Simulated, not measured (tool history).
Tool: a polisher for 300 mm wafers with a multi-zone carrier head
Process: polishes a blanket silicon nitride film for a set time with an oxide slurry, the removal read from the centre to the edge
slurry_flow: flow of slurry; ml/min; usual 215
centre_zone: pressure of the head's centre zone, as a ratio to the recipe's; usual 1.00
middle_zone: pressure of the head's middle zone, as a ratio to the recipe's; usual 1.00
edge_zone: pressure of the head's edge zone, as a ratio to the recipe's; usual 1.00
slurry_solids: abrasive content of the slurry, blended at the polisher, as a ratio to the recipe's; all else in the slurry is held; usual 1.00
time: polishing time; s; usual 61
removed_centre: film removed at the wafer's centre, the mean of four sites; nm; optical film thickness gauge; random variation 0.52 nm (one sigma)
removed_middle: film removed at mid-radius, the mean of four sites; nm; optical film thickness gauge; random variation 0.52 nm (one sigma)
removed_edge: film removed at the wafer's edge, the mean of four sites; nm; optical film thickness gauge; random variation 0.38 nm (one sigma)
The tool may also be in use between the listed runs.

run,hour,slurry_flow,centre_zone,middle_zone,edge_zone,slurry_solids,time,"incoming thickness of the incoming film, nm",removed_centre,removed_middle,removed_edge
1,0.0,215,1.00,1.00,1.00,1.00,61,343.3,41.4,41.0,42.6
# hour 8.5: slurry nozzle cleaned
2,58.8,245,1.00,1.00,1.00,1.00,61,339.3,45.6,43.9,44.8
3,118.3,240,1.00,1.08,1.00,1.10,61,341.1,46.1,47.7,45.8
# hour 194.7: carrier head's membrane replaced by a new one
# hour 195.5: edge zone pressure recalibrated
4,214.1,215,1.00,1.00,1.00,1.00,61,336.6,44.7,43.6,43.9
# hour 242.5: worn pad replaced by a new one
5,296.2,215,0.96,1.00,1.00,1.20,61,338.2,44.5,46.5,48.0
6,369.5,215,0.93,1.04,1.00,0.80,55,339.2,34.1,37.1,36.2
7,424.9,235,1.00,1.00,0.96,1.00,61,338.9,44.0,43.8,43.2
8,510.8,215,1.00,1.00,1.00,1.00,61,337.1,43.9,43.0,43.0
9,616.3,180,1.00,1.00,1.07,1.15,82,335.0,58.8,59.6,62.0
10,713.6,240,1.00,1.00,1.00,1.25,47,342.8,35.7,35.7,35.6
# hour 758.9: slurry nozzle cleaned
11,787.2,240,1.00,1.00,1.00,1.25,47,335.9,38.3,37.7,37.5
12,854.6,215,1.00,1.00,1.07,0.70,61,346.5,38.5,38.8,40.2
13,932.9,215,1.00,1.00,0.93,1.00,49,340.8,35.9,35.7,33.9
# hour 969.6: edge zone pressure recalibrated
# hour 970.6: worn pad replaced by a new one
14,982.9,215,1.00,1.07,1.00,1.00,71,339.6,52.1,54.0,51.3
15,1087.8,235,1.00,1.00,1.00,1.00,61,335.7,45.0,44.8,44.6
# hour 1124.4: centre zone pressure recalibrated
16,1159.1,215,1.00,1.00,0.90,1.00,61,334.8,44.0,43.9,41.6
# hour 1358.0: carrier head's membrane replaced by a new one
17,1471.4,280,1.00,1.00,0.88,0.90,75,338.4,50.8,50.0,48.6
18,1566.4,215,1.00,1.00,0.96,1.15,61,344.4,42.6,42.4,43.2
# hour 1580.3: slurry nozzle cleaned
# hour 1598.1: edge zone pressure recalibrated
19,1642.1,260,1.00,1.00,0.95,1.00,61,341.3,45.1,46.3,44.5
20,1711.0,215,1.00,1.00,1.00,1.00,61,335.8,44.4,44.2,44.7

5 ways to go on from here, each from the tool as it stands after run 20. What would each give?
A,1711.4,215,1.00,1.00,1.00,1.00,61,335.6,?,?,?
B,1711.4,215,1.00,0.92,1.00,1.00,61,335.6,?,?,?
C,1711.4,145,1.00,0.90,0.96,1.00,51,335.6,?,?,?
D,1711.4,265,1.00,1.00,1.00,0.75,61,335.6,?,?,?
E,1711.4,215,1.00,1.00,1.11,1.00,41,335.6,?,?,?

run,removed_centre,removed_middle,removed_edge
A,44.3,43.9,45.1
B,44.3,41.4,45.1
C,35.1,32.6,35.8
D,40.6,40.1,41.0
E,29.8,29.5,31.9
Without the tool's hidden state the same runs would have given:
run,removed_centre,removed_middle,removed_edge
A,44.5,44.1,45.2
B,44.5,41.6,45.3
C,35.4,32.8,35.9
D,40.8,40.3,41.1
E,29.9,29.7,32.0
